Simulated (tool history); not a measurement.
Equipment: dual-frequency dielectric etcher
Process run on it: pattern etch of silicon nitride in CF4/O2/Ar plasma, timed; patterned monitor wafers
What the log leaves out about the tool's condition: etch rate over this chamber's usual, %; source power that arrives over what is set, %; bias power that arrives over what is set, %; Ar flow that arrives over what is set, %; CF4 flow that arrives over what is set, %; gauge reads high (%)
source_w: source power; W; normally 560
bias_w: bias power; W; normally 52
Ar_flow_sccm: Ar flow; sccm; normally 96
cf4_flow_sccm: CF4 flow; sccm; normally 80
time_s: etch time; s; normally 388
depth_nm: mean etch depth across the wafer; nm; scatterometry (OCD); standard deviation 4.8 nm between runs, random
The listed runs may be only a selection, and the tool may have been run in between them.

run     day  source_w  bias_w  Ar_flow_sccm  cf4_flow_sccm  time_s  wafers since the last listed run  hours since the last wet clean  hours since the last source power generator calibration  hours since the last bias power generator calibration  hours since the last Ar flow controller change  hours since the last CF4 flow controller change  hours since the last upper electrode change  hours since the gauge calibration  read-back reference wafer on the same gauge, depth_nm  depth_nm
  1       0       560      52           104             80   471.5                                 0                             0.9                                                    109.6                                                   1593                                          1338.5                                             3832                                        127.4                                 35                                                  816.5       968
      0.258  -- CF4 flow controller replaced
  2   0.608       430      64           110             80     388                                22                            15.5                                                    124.2                                                 1607.6                                          1353.1                                              8.4                                          142                               49.6                                                  818.4     621.2
  3   1.308       500      52            96             80     388                                43                            32.3                                                      141                                                 1624.4                                          1369.9                                             25.2                                        158.8                               66.4                                                  818.1     720.4
  4   1.721       560      52            79             80     388                                25                            42.2                                                    150.9                                                 1634.3                                          1379.8                                             35.1                                        168.7                               76.3                                                  819.3     831.1
  5   2.075       560      40            96             80     388                                22                            50.7                                                    159.4                                                 1642.8                                          1388.3                                             43.6                                        177.2                               84.8                                                  817.6     763.6
  6   3.838       560      57            96             80   482.5                               110                              93                                                    201.7                                                 1685.1                                          1430.6                                             85.9                                        219.5                              127.1                                                  816.2    1012.1
  7   4.288       680      52           113             80     388                                28                           103.8                                                    212.5                                                 1695.9                                          1441.4                                             96.7                                        230.3                              137.9                                                  818.2     963.8
       5.05  -- Ar flow controller replaced
  8   5.071       490      52            77             80     388                                33                           122.6                                                    231.3                                                 1714.7                                             0.5                                            115.5                                        249.1                              156.7                                                  817.8     707.4
      5.575  -- bias power generator calibrated
  9   5.596       560      52            96             80   354.5                                22                           135.2                                                    243.9                                                    0.5                                            13.1                                            128.1                                        261.7                              169.3                                                  817.5     723.5
 10   5.758       470      44           117             80     477                                10                           139.1                                                    247.8                                                    4.4                                              17                                              132                                        265.6                              173.2                                                  816.5     762.5
 11   6.046       560      52            96             80     388                                17                             146                                                    254.7                                                   11.3                                            23.9                                            138.9                                        272.5                              180.1                                                  818.5     790.3
 12   6.588       560      52            96             80     388                                33                             159                                                    267.7                                                   24.3                                            36.9                                            151.9                                        285.5                              193.1                                                  815.8     799.9
 13   7.321       560      45           118             80     497                                45                           176.6                                                    285.3                                                   41.9                                            54.5                                            169.5                                        303.1                              210.7                                                  816.7     964.1
 14   7.817       560      52            96             95     388                                30                           188.5                                                    297.2                                                   53.8                                            66.4                                            181.4                                          315                              222.6                                                  817.3     811.7
 15     8.3       640      43            96             80     388                                30                           200.1                                                    308.8                                                   65.4                                              78                                              193                                        326.6                              234.2                                                  816.2     874.7
 16   8.954       670      56           115             98     388                                40                           215.8                                                    324.5                                                   81.1                                            93.7                                            208.7                                        342.3                              249.9                                                  816.1     971.6
 17   9.317       560      52            96             80     388                                22                           224.5                                                    333.2                                                   89.8                                           102.4                                            217.4                                          351                              258.6                                                  817.5     787.8
 18   9.571       560      52           115             80     487                                15                           230.6                                                    339.3                                                   95.9                                           108.5                                            223.5                                        357.1                              264.7                                                  816.9     963.1
 19   9.862       670      52           105             70   324.5                                18                           237.6                                                    346.3                                                  102.9                                           115.5                                            230.5                                        364.1                              271.7                                                  816.9     768.3
 20  10.612       560      52            96             80     388                                46                           255.6                                                    364.3                                                  120.9                                           133.5                                            248.5                                        382.1                              289.7                                                  815.8     780.1
 21  11.121       560      52            96             80     388                                31                           267.8                                                    376.5                                                  133.1                                           145.7                                            260.7                                        394.3                              301.9                                                  816.8     786.6

Below are 4 alternative next runs, each starting from the tool's condition after run 21. Predict each:
  A  11.142       560      52            72             80     388                                 1                           268.3                                                      377                                                  133.6                                           146.2                                            261.2                                        394.8                              302.4                                                      ?         ?
  B  11.142       620      63            96             67     388                                 1                           268.3                                                      377                                                  133.6                                           146.2                                            261.2                                        394.8                              302.4                                                      ?         ?
  C  11.142       440      58            78             80     388                                 1                           268.3                                                      377                                                  133.6                                           146.2                                            261.2                                        394.8                              302.4                                                      ?         ?
  D  11.142       560      52            96             80   330.5                                 1                           268.3                                                      377                                                  133.6                                           146.2                                            261.2                                        394.8                              302.4                                                      ?         ?

run  read-back reference wafer on the same gauge, depth_nm  depth_nm
  A                                                  817.9     808.8
  B                                                  817.9     879.5
  C                                                  817.9     631.8
  D                                                  817.9       665
Stripped of hidden state, with their random variation kept, the same runs would have yielded:
run  depth_nm
  A     834.3
  B     907.2
  C     651.7
  D       686

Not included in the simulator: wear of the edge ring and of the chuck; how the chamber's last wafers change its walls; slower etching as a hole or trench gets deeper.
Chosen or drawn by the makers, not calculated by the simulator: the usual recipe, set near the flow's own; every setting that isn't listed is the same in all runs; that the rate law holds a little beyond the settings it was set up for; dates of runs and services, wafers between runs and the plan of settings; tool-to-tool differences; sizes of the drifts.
